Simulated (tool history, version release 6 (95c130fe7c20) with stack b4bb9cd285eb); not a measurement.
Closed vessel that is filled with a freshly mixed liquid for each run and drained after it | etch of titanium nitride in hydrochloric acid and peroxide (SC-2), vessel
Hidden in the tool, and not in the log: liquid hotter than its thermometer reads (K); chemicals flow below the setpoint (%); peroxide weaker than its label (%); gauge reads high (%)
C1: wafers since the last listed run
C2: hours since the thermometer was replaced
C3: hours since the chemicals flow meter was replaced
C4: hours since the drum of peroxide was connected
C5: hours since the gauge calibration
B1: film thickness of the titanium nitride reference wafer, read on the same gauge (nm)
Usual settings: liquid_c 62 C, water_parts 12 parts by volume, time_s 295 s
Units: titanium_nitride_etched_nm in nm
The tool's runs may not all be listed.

run 1 hour=0 | liquid_c=62 water_parts=12 time_s=210 | C1=0 C2=609.7 C3=977.3 C4=145.5 C5=3621.8 | B1=40 | titanium_nitride_etched_nm=12.95
run 2 hour=101.8 | liquid_c=69 water_parts=12 time_s=295 | C1=5942 C2=711.5 C3=1079.1 C4=247.3 C5=3723.6 | B1=39.99 | titanium_nitride_etched_nm=27.7
run 3 hour=151.1 | liquid_c=69 water_parts=12 time_s=295 | C1=2877 C2=760.8 C3=1128.4 C4=296.6 C5=3772.9 | B1=40 | titanium_nitride_etched_nm=27.73
run 4 hour=244.8 | liquid_c=69 water_parts=12 time_s=295 | C1=5469 C2=854.5 C3=1222.1 C4=390.3 C5=3866.6 | B1=40.02 | titanium_nitride_etched_nm=27.79
run 5 hour=349 | liquid_c=57.5 water_parts=12 time_s=295 | C1=6082 C2=958.7 C3=1326.3 C4=494.5 C5=3970.8 | B1=40 | titanium_nitride_etched_nm=13.78
run 6 hour=420.5 | liquid_c=57.5 water_parts=12 time_s=295 | C1=4173 C2=1030.2 C3=1397.8 C4=566 C5=4042.3 | B1=40 | titanium_nitride_etched_nm=13.8
-- hour=511.2 gauge calibrated
-- hour=551.7 thermometer replaced
run 7 hour=614.3 | liquid_c=62 water_parts=18 time_s=295 | C1=11253 C2=62.6 C3=1591.6 C4=759.8 C5=103.1 | B1=39.98 | titanium_nitride_etched_nm=12.53
run 8 hour=706.1 | liquid_c=69 water_parts=10 time_s=295 | C1=5358 C2=154.4 C3=1683.4 C4=851.6 C5=194.9 | B1=40.01 | titanium_nitride_etched_nm=31.9
-- hour=735 new drum of peroxide connected
run 9 hour=768.4 | liquid_c=62 water_parts=12 time_s=295 | C1=3578 C2=216.7 C3=1745.7 C4=33.4 C5=257.2 | B1=40.03 | titanium_nitride_etched_nm=17.9
run 10 hour=853.5 | liquid_c=70 water_parts=15.5 time_s=295 | C1=4967 C2=301.8 C3=1830.8 C4=118.5 C5=342.3 | B1=40.01 | titanium_nitride_etched_nm=23.27
run 11 hour=927.3 | liquid_c=69.5 water_parts=14.5 time_s=295 | C1=4307 C2=375.6 C3=1904.6 C4=192.3 C5=416.1 | B1=39.98 | titanium_nitride_etched_nm=24.16
run 12 hour=995.5 | liquid_c=71 water_parts=14 time_s=235 | C1=3980 C2=443.8 C3=1972.8 C4=260.5 C5=484.3 | B1=40.01 | titanium_nitride_etched_nm=21.6
run 13 hour=1066.1 | liquid_c=62 water_parts=7.5 time_s=175 | C1=4120 C2=514.4 C3=2043.4 C4=331.1 C5=554.9 | B1=40.01 | titanium_nitride_etched_nm=15.81
run 14 hour=1381.5 | liquid_c=62 water_parts=9.5 time_s=340 | C1=18409 C2=829.8 C3=2358.8 C4=646.5 C5=870.3 | B1=40.01 | titanium_nitride_etched_nm=25.76
-- hour=1478.3 chemicals flow meter replaced
run 15 hour=1478.8 | liquid_c=71.5 water_parts=12 time_s=365 | C1=5620 C2=927.1 C3=0.5 C4=743.8 C5=967.6 | B1=40 | titanium_nitride_etched_nm=40.27
run 16 hour=1527.5 | liquid_c=62 water_parts=12 time_s=295 | C1=2842 C2=975.8 C3=49.2 C4=792.5 C5=1016.3 | B1=39.99 | titanium_nitride_etched_nm=18.48
run 17 hour=1614.3 | liquid_c=62 water_parts=8 time_s=295 | C1=5066 C2=1062.6 C3=136 C4=879.3 C5=1103.1 | B1=39.97 | titanium_nitride_etched_nm=25.74
-- hour=1660.5 new drum of peroxide connected
-- hour=1718.3 thermometer replaced
run 18 hour=1719.5 | liquid_c=52.5 water_parts=9 time_s=205 | C1=6023 C2=1.2 C3=241.2 C4=59 C5=1208.3 | B1=40.01 | titanium_nitride_etched_nm=8.62
run 19 hour=1789.8 | liquid_c=62 water_parts=12 time_s=295 | C1=4103 C2=71.5 C3=311.5 C4=129.3 C5=1278.6 | B1=39.97 | titanium_nitride_etched_nm=17.86
run 20 hour=1842.4 | liquid_c=62 water_parts=17 time_s=295 | C1=3070 C2=124.1 C3=364.1 C4=181.9 C5=1331.2 | B1=40 | titanium_nitride_etched_nm=13.16
run 21 hour=1941.8 | liquid_c=62 water_parts=9.5 time_s=340 | C1=5801 C2=223.5 C3=463.5 C4=281.3 C5=1430.6 | B1=40.04 | titanium_nitride_etched_nm=25.07
run 22 hour=2092.4 | liquid_c=69 water_parts=12 time_s=295 | C1=8790 C2=374.1 C3=614.1 C4=431.9 C5=1581.2 | B1=40.01 | titanium_nitride_etched_nm=27.53
run 23 hour=2176.5 | liquid_c=62 water_parts=12 time_s=295 | C1=4908 C2=458.2 C3=698.2 C4=516 C5=1665.3 | B1=40.02 | titanium_nitride_etched_nm=18.07
run 24 hour=2264.1 | liquid_c=62 water_parts=10 time_s=295 | C1=5113 C2=545.8 C3=785.8 C4=603.6 C5=1752.9 | B1=39.99 | titanium_nitride_etched_nm=21.19
run 25 hour=2342.4 | liquid_c=71 water_parts=14.5 time_s=345 | C1=4570 C2=624.1 C3=864.1 C4=681.9 C5=1831.2 | B1=40.03 | titanium_nitride_etched_nm=30.94
run 26 hour=2393.5 | liquid_c=70.5 water_parts=12 time_s=175 | C1=2982 C2=675.2 C3=915.2 C4=733 C5=1882.3 | B1=40 | titanium_nitride_etched_nm=17.96
run 27 hour=2470.7 | liquid_c=67.5 water_parts=12 time_s=130 | C1=4506 C2=752.4 C3=992.4 C4=810.2 C5=1959.5 | B1=40.01 | titanium_nitride_etched_nm=11.23
-- hour=2528.3 new drum of peroxide connected
run 28 hour=2550.8 | liquid_c=57.5 water_parts=12 time_s=175 | C1=4617 C2=832.5 C3=1072.5 C4=22.5 C5=2039.6 | B1=40.02 | titanium_nitride_etched_nm=8.21
run 29 hour=2630.9 | liquid_c=56.5 water_parts=12 time_s=150 | C1=4675 C2=912.6 C3=1152.6 C4=102.6 C5=2119.7 | B1=40 | titanium_nitride_etched_nm=6.61

How the hidden state differs across the entries between the runs, from the last listed run before each to the first after it:
Between runs 6 and 7: gauge calibrated (hour 511.2); thermometer replaced (hour 551.7)
  liquid hotter than its thermometer reads (K): 0.593 -> 0.136
  measured less the result without the state, titanium_nitride_etched_nm: +0.51 -> +0.11 nm
Between runs 8 and 9: new drum of peroxide connected (hour 735)
  liquid hotter than its thermometer reads (K): 0.185 -> 0.219
  measured less the result without the state, titanium_nitride_etched_nm: +0.36 -> +0.24 nm
Between runs 14 and 15: chemicals flow meter replaced (hour 1478.3)
  liquid hotter than its thermometer reads (K): 0.549 -> 0.601
  measured less the result without the state, titanium_nitride_etched_nm: +0.86 -> +1.39 nm
Between runs 17 and 18: new drum of peroxide connected (hour 1660.5); thermometer replaced (hour 1718.3)
  liquid hotter than its thermometer reads (K): 0.674 -> 0.109
  measured less the result without the state, titanium_nitride_etched_nm: +1.04 -> +0.06 nm
Between runs 27 and 28: new drum of peroxide connected (hour 2528.3)
  liquid hotter than its thermometer reads (K): 0.513 -> 0.556
  measured less the result without the state, titanium_nitride_etched_nm: +0.34 -> +0.29 nm
